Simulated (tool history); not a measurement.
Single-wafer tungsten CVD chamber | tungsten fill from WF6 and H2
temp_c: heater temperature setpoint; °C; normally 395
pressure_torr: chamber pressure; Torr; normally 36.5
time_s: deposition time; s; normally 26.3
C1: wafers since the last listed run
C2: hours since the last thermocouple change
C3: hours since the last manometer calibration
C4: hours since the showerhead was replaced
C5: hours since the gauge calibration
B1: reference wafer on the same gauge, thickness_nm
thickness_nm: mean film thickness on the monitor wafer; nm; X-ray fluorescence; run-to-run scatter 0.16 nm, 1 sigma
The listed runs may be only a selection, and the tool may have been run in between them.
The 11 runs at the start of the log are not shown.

At hour 827.3: showerhead replaced.
Run 12, hour 873.6: usual settings but time_s 27.7 s; C1 1806; C2 1689.1; C3 997.9; C4 46.3; C5 203.3; B1 60.978. Result: thickness_nm 72.938 nm.
Run 13, hour 964.5: usual settings but temp_c 408 °C; C1 2316; C2 1780.0; C3 1088.8; C4 137.2; C5 294.2; B1 61.088. Result: thickness_nm 86.206 nm.
Run 14, hour 1042.3: usual settings but time_s 27.7 s; C1 1982; C2 1857.8; C3 1166.6; C4 215.0; C5 372.0; B1 61.169. Result: thickness_nm 73.271 nm.
Run 15, hour 1127.4: usual settings but temp_c 403 °C, pressure_torr 44.0 Torr, time_s 30.1 s; C1 2168; C2 1942.9; C3 1251.7; C4 300.1; C5 457.1; B1 61.221. Result: thickness_nm 101.072 nm.
Run 16, hour 1163.8: usual settings but temp_c 400 °C, pressure_torr 42.5 Torr, time_s 29.5 s; C1 927; C2 1979.3; C3 1288.1; C4 336.5; C5 493.5; B1 61.252. Result: thickness_nm 92.843 nm.
Run 17, hour 1206.3: usual settings but temp_c 403 °C, pressure_torr 44.0 Torr, time_s 30.1 s; C1 1082; C2 2021.8; C3 1330.6; C4 379.0; C5 536.0; B1 61.272. Result: thickness_nm 101.547 nm.
Run 18, hour 1272.5: usual settings but temp_c 408 °C, time_s 28.1 s; C1 1686; C2 2088.0; C3 1396.8; C4 445.2; C5 602.2; B1 61.311. Result: thickness_nm 92.814 nm.
Run 19, hour 1313.7: usual settings but pressure_torr 39.0 Torr, time_s 23.2 s; C1 1049; C2 2129.2; C3 1438.0; C4 486.4; C5 643.4; B1 61.317. Result: thickness_nm 63.823 nm.
Run 20, hour 1382.9: usual settings but pressure_torr 29.9 Torr, time_s 22.3 s; C1 1763; C2 2198.4; C3 1507.2; C4 555.6; C5 712.6; B1 61.374. Result: thickness_nm 52.265 nm.
At hour 1451.3: capacitance manometer re-zeroed and calibrated.
Run 21, hour 1537.3: usual settings but temp_c 399 °C, pressure_torr 34.0 Torr; C1 3730; C2 2352.8; C3 86.0; C4 710.0; C5 867.0; B1 61.469. Result: thickness_nm 71.757 nm.
Run 22, hour 1640.9: usual settings but temp_c 409 °C, pressure_torr 44.2 Torr, time_s 22.9 s; C1 2639; C2 2456.4; C3 189.6; C4 813.6; C5 970.6; B1 61.490. Result: thickness_nm 85.575 nm.
Run 23, hour 1702.1: usual settings but temp_c 388 °C, pressure_torr 43.4 Torr, time_s 24.6 s; C1 1559; C2 2517.6; C3 250.8; C4 874.8; C5 1031.8; B1 61.494. Result: thickness_nm 63.053 nm.
Run 24, hour 1752.0: usual settings; C1 1271; C2 2567.5; C3 300.7; C4 924.7; C5 1081.7; B1 61.540. Result: thickness_nm 69.936 nm.
Run 25, hour 1857.4: usual settings; C1 2685; C2 2672.9; C3 406.1; C4 1030.1; C5 1187.1; B1 61.555. Result: thickness_nm 70.114 nm.
Run 26, hour 1928.3: usual settings but temp_c 409 °C, pressure_torr 29.5 Torr, time_s 22.4 s; C1 1806; C2 2743.8; C3 477.0; C4 1101.0; C5 1258.0; B1 61.590. Result: thickness_nm 66.432 nm.
At hour 1981.4: thermocouple changed; heater temperature recalibrated.
Run 27, hour 2183.7: usual settings but temp_c 409 °C, pressure_torr 27.8 Torr, time_s 24.3 s; C1 6303; C2 202.3; C3 732.4; C4 1356.4; C5 1513.4; B1 61.630. Result: thickness_nm 69.664 nm.
Run 28, hour 2244.2: usual settings; C1 1541; C2 262.8; C3 792.9; C4 1416.9; C5 1573.9; B1 61.641. Result: thickness_nm 69.779 nm.
Run 29, hour 2339.4: usual settings but temp_c 400 °C; C1 2425; C2 358.0; C3 888.1; C4 1512.1; C5 1669.1; B1 61.653. Result: thickness_nm 76.442 nm.
Run 30, hour 2392.9: usual settings but pressure_torr 29.9 Torr, time_s 22.3 s; C1 1363; C2 411.5; C3 941.6; C4 1565.6; C5 1722.6; B1 61.667. Result: thickness_nm 52.639 nm.
Run 31, hour 2604.0: usual settings but temp_c 387 °C, pressure_torr 31.5 Torr; C1 5378; C2 622.6; C3 1152.7; C4 1776.7; C5 1933.7; B1 61.681. Result: thickness_nm 55.612 nm.
Run 32, hour 2644.7: usual settings but temp_c 388 °C, pressure_torr 30.2 Torr, time_s 29.0 s; C1 1036; C2 663.3; C3 1193.4; C4 1817.4; C5 1974.4; B1 61.704. Result: thickness_nm 61.026 nm.
Run 33, hour 2751.7: usual settings but temp_c 382 °C, pressure_torr 33.2 Torr, time_s 24.8 s; C1 2726; C2 770.3; C3 1300.4; C4 1924.4; C5 2081.4; B1 61.721. Result: thickness_nm 49.245 nm.

Branching from run 33: 5 alternative next runs. What would each branch give?
Run A, hour 2752.1: usual settings; C1 10; C2 770.7; C3 1300.8; C4 1924.8; C5 2081.8; B1 ?. Result: thickness_nm ?.
Run B, hour 2752.1: usual settings but temp_c 384 °C, pressure_torr 40.3 Torr, time_s 28.2 s; C1 10; C2 770.7; C3 1300.8; C4 1924.8; C5 2081.8; B1 ?. Result: thickness_nm ?.
Run C, hour 2752.1: usual settings but temp_c 390 °C, pressure_torr 40.2 Torr, time_s 29.9 s; C1 10; C2 770.7; C3 1300.8; C4 1924.8; C5 2081.8; B1 ?. Result: thickness_nm ?.
Run D, hour 2752.1: usual settings but temp_c 404 °C, pressure_torr 28.8 Torr, time_s 28.3 s; C1 10; C2 770.7; C3 1300.8; C4 1924.8; C5 2081.8; B1 ?. Result: thickness_nm ?.
Run E, hour 2752.1: usual settings but temp_c 401 °C, pressure_torr 30.7 Torr; C1 10; C2 770.7; C3 1300.8; C4 1924.8; C5 2081.8; B1 ?. Result: thickness_nm ?.

run      B1  thickness_nm
  A  61.711        70.106
  B  61.711        65.072
  C  61.711        77.005
  D  61.711        76.576
  E  61.711        70.358
Stripped of hidden state, with their random variation kept, the same runs would have yielded:
run  thickness_nm
  A        68.866
  B        63.921
  C        75.642
  D        75.221
  E        69.113
